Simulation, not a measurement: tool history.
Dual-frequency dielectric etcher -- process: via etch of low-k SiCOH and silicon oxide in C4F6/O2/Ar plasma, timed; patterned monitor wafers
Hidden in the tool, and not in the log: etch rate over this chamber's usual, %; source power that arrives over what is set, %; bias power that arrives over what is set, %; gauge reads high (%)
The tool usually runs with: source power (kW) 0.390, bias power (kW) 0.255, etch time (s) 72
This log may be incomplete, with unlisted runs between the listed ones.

run,hour,source power (kW),bias power (kW),etch time (s),wafers since the last listed run,hours since the last wet clean,hours since the last source power generator calibration,hours since the last bias power generator calibration,hours since the last upper electrode change,hours since the gauge calibration,"read-back reference wafer on the same gauge, depth_nm",mean etch depth across the wafer (nm)
1,0.0,0.390,0.255,72,0,180.6,2230.3,3390.6,3142.5,370.3,197.7,206.3
2,39.9,0.390,0.255,72,565,220.5,2270.2,3430.5,3182.4,410.2,197.6,206.5
3,66.1,0.390,0.255,72,371,246.7,2296.4,3456.7,3208.6,436.4,197.6,206.3
4,132.5,0.390,0.289,72,941,313.1,2362.8,3523.1,3275.0,502.8,197.2,216.7
# hour 160.8: wet clean of the chamber
5,183.7,0.360,0.255,72,385,22.9,2414.0,3574.3,3326.2,554.0,196.9,198.7
6,215.9,0.360,0.255,72,456,55.1,2446.2,3606.5,3358.4,586.2,196.8,198.4
# hour 284.4: upper electrode replaced
7,284.9,0.390,0.277,72,638,124.1,2515.2,3675.5,0.5,655.2,196.8,212.8
8,321.0,0.390,0.277,72,511,160.2,2551.3,3711.6,36.6,691.3,196.6,213.4
9,369.8,0.390,0.277,72,691,209.0,2600.1,3760.4,85.4,740.1,196.3,212.3
10,419.6,0.390,0.255,72,706,258.8,2649.9,3810.2,135.2,789.9,196.1,206.0
11,445.4,0.390,0.255,72,365,284.6,2675.7,3836.0,161.0,815.7,195.8,206.2
# hour 488.1: wet clean of the chamber
12,488.6,0.390,0.255,72,272,0.5,2718.9,3879.2,204.2,858.9,195.6,204.8
# hour 502.3: gauge calibrated
13,535.0,0.340,0.232,72,657,46.9,2765.3,3925.6,250.6,32.7,197.9,187.7
14,595.8,0.390,0.281,54,862,107.7,2826.1,3986.4,311.4,93.5,197.5,160.0
15,625.5,0.390,0.255,72,421,137.4,2855.8,4016.1,341.1,123.2,197.8,207.3
# hour 806.0: wet clean of the chamber
16,809.8,0.390,0.255,72,2272,3.8,3040.1,4200.4,525.4,307.5,197.6,206.8
# hour 833.2: source power generator calibrated
17,834.8,0.340,0.239,72,297,28.8,1.6,4225.4,550.4,332.5,197.5,190.0

Estimate the outcome of run 18 from the log above:
# hour 873.7: bias power generator calibrated
18,883.9,0.350,0.193,72,639,77.9,50.7,10.2,599.5,381.6,?,?

{"run 18": {"read-back reference wafer on the same gauge, depth_nm": 197.1, "mean etch depth across the wafer (nm)": 178.5}}
Take away the tool's hidden state, keep the run-to-run variation as it was, and the same run would have given mean etch depth across the wafer (nm) 179.1.
